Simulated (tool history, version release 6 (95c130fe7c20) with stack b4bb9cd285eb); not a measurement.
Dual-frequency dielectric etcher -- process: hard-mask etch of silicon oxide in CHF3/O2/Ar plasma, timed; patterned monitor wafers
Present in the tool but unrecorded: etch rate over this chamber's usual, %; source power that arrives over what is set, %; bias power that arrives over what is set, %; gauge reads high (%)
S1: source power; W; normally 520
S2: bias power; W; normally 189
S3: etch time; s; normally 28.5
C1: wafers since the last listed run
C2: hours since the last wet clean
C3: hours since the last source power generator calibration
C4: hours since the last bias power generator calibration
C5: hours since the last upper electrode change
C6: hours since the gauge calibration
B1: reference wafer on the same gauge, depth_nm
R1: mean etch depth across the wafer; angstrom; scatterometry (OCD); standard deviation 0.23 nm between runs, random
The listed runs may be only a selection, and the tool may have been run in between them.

Run 1, day 0: usual settings; C1 0; C2 175; C3 2666.8; C4 2837.8; C5 4527.3; C6 258.6; B1 47.1. Result: R1 500 angstrom.
Run 2, day 3.354: usual settings; C1 974; C2 255.5; C3 2747.3; C4 2918.3; C5 4607.8; C6 339.1; B1 47. Result: R1 500 angstrom.
Run 3, day 7.1: usual settings; C1 1088; C2 345.4; C3 2837.2; C4 3008.2; C5 4697.7; C6 429; B1 46.9. Result: R1 490 angstrom.
Run 4, day 10.617: usual settings but S3 32.5 s; C1 1021; C2 429.8; C3 2921.6; C4 3092.6; C5 4782.1; C6 513.4; B1 47. Result: R1 556 angstrom.
Run 5, day 12.583: usual settings but S3 34.5 s; C1 571; C2 477; C3 2968.8; C4 3139.8; C5 4829.3; C6 560.6; B1 47. Result: R1 585 angstrom.
At day 15.617: wet clean of the chamber.
Run 6, day 15.638: usual settings but S3 34.5 s; C1 596; C2 0.5; C3 3042.1; C4 3213.1; C5 4902.6; C6 633.9; B1 47. Result: R1 620 angstrom.
Run 7, day 16.875: usual settings but S3 34.5 s; C1 359; C2 30.2; C3 3071.8; C4 3242.8; C5 4932.3; C6 663.6; B1 47. Result: R1 616 angstrom.
Run 8, day 19.608: usual settings; C1 794; C2 95.8; C3 3137.4; C4 3308.4; C5 4997.9; C6 729.2; B1 47. Result: R1 509 angstrom.
Run 9, day 23.325: usual settings but S3 32 s; C1 1079; C2 185; C3 3226.6; C4 3397.6; C5 5087.1; C6 818.4; B1 47.1. Result: R1 570 angstrom.
Run 10, day 26.438: usual settings but S3 32 s; C1 904; C2 259.7; C3 3301.3; C4 3472.3; C5 5161.8; C6 893.1; B1 47. Result: R1 562 angstrom.
Run 11, day 30.121: usual settings but S3 32 s; C1 1070; C2 348.1; C3 3389.7; C4 3560.7; C5 5250.2; C6 981.5; B1 47.1. Result: R1 558 angstrom.
Run 12, day 34.367: usual settings; C1 1233; C2 450; C3 3491.6; C4 3662.6; C5 5352.1; C6 1083.4; B1 47. Result: R1 490 angstrom.
At day 37.338: wet clean of the chamber.
Run 13, day 37.854: usual settings; C1 722; C2 12.4; C3 3575.3; C4 3746.3; C5 5435.8; C6 1167.1; B1 46.9. Result: R1 508 angstrom.
Run 14, day 40.846: usual settings; C1 869; C2 84.2; C3 3647.1; C4 3818.1; C5 5507.6; C6 1238.9; B1 47. Result: R1 507 angstrom.
Run 15, day 42.412: usual settings; C1 455; C2 121.8; C3 3684.7; C4 3855.7; C5 5545.2; C6 1276.5; B1 46.9. Result: R1 507 angstrom.
Run 16, day 44.442: usual settings; C1 589; C2 170.5; C3 3733.4; C4 3904.4; C5 5593.9; C6 1325.2; B1 47. Result: R1 503 angstrom.
At day 45.4: gauge calibrated.
Run 17, day 46.338: usual settings but S1 480 W; C1 550; C2 216; C3 3778.9; C4 3949.9; C5 5639.4; C6 22.5; B1 46.9. Result: R1 487 angstrom.
At day 51.021: upper electrode replaced.
Run 18, day 51.042: usual settings; C1 1076; C2 328.9; C3 3891.8; C4 4062.8; C5 0.5; C6 135.4; B1 47. Result: R1 493 angstrom.
Run 19, day 53.154: usual settings; C1 613; C2 379.6; C3 3942.5; C4 4113.5; C5 51.2; C6 186.1; B1 47. Result: R1 490 angstrom.
At day 53.904: bias power generator calibrated.
At day 61.5: wet clean of the chamber.
Run 20, day 61.521: usual settings but S1 580 W, S2 167 W, S3 20.5 s; C1 2092; C2 0.5; C3 4143.3; C4 182.8; C5 252; C6 386.9; B1 47. Result: R1 370 angstrom.
Run 21, day 64.371: usual settings but S1 620 W; C1 828; C2 68.9; C3 4211.7; C4 251.2; C5 320.4; C6 455.3; B1 47. Result: R1 536 angstrom.
Run 22, day 67.642: usual settings but S1 390 W, S2 156 W, S3 34 s; C1 950; C2 147.4; C3 4290.2; C4 329.7; C5 398.9; C6 533.8; B1 47. Result: R1 529 angstrom.
At day 68.371: source power generator calibrated.
Run 23, day 71.046: usual settings but S1 480 W, S3 26 s; C1 940; C2 229.1; C3 64.2; C4 411.4; C5 480.6; C6 615.5; B1 47. Result: R1 442 angstrom.
Run 24, day 73.996: usual settings; C1 857; C2 299.9; C3 135; C4 482.2; C5 551.4; C6 686.3; B1 47. Result: R1 497 angstrom.
Run 25, day 76.321: usual settings but S1 560 W; C1 675; C2 355.7; C3 190.8; C4 538; C5 607.2; C6 742.1; B1 47. Result: R1 508 angstrom.

Expected results for the next run?
Run 26, day 80.638: usual settings but S1 630 W; C1 1254; C2 459.3; C3 294.4; C4 641.6; C5 710.8; C6 845.7; B1 ?. Result: R1 ?.

Run 26 yielded B1 47, R1 517 angstrom.
The same run, on a tool lacking any hidden state, would have yielded R1 539 angstrom.
